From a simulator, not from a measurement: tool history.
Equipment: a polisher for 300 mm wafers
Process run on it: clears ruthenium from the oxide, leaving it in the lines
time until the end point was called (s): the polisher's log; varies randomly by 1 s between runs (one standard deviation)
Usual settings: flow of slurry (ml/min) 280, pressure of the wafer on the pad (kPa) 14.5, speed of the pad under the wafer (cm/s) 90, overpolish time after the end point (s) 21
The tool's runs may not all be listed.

run,hour,flow of slurry (ml/min),pressure of the wafer on the pad (kPa),speed of the pad under the wafer (cm/s),overpolish time after the end point (s),"incoming thickness of the incoming film, nm",time until the end point was called (s)
1,0.0,280,14.5,90,21,98.6,75.1
# hour 51.1: slurry nozzle cleaned
2,52.3,280,14.5,90,21,100.6,77.1
# hour 66.8: worn pad replaced by a new one
3,104.1,280,14.5,90,21,99.8,75.5
4,172.7,280,14.5,90,16,99.9,76.1
5,238.9,280,14.5,90,16,100.2,74.2
6,306.4,280,14.5,90,16,100.7,75.5
7,369.9,280,17.9,108,21,99.7,52.0
# hour 439.8: worn pad replaced by a new one
8,440.3,280,14.5,90,21,101.5,78.1
# hour 441.3: slurry nozzle cleaned
9,550.0,280,14.5,90,21,97.8,73.7
10,604.8,280,14.5,90,21,100.2,76.6
# hour 777.5: slurry nozzle cleaned
11,779.2,280,14.5,90,21,98.9,75.0
12,816.7,280,14.5,90,29,100.3,74.7
# hour 840.5: worn pad replaced by a new one
13,865.5,280,14.5,90,29,99.5,74.4
14,890.6,280,14.5,90,21,101.0,76.0
# hour 919.3: head pressure recalibrated
15,942.5,280,14.5,90,21,98.6,74.0
16,976.9,280,14.5,90,21,100.3,75.4
17,1055.7,280,17.9,90,21,98.1,61.1
18,1123.0,280,14.5,90,29,99.7,75.4
# hour 1128.9: slurry nozzle cleaned
19,1165.1,280,14.5,90,21,98.6,74.9
# hour 1181.6: worn pad replaced by a new one
20,1203.0,310,14.5,62,21,101.6,111.1
21,1272.3,335,14.5,104,29,97.7,62.7
22,1304.8,210,16.5,100,21,99.0,60.6
23,1354.1,280,14.5,90,21,100.4,75.5
24,1417.6,280,14.5,90,21,99.1,75.5
25,1472.9,280,15.9,114,21,101.3,53.9
# hour 1477.1: slurry nozzle cleaned
26,1503.5,220,14.5,72,18,98.9,95.5
# hour 1546.8: worn pad replaced by a new one
27,1547.3,370,10.3,112,8,100.9,86.7
28,1597.9,230,14.5,90,31,99.3,77.4
29,1646.9,195,12.4,68,14,99.8,118.0
30,1694.1,235,14.5,90,31,101.2,76.4
31,1741.5,225,15.9,78,33,99.2,80.7
# hour 1802.6: slurry nozzle cleaned
32,1803.1,280,14.5,90,13,99.3,76.5

Exercise: give the hidden state of the tool at every run:
removal rate lost through wear of the pad, %: 0 across all the runs
slurry flow missing at the pad, %: 0 across all the runs
deviation of the head's pressure from its setpoint, %: 0 across all the runs

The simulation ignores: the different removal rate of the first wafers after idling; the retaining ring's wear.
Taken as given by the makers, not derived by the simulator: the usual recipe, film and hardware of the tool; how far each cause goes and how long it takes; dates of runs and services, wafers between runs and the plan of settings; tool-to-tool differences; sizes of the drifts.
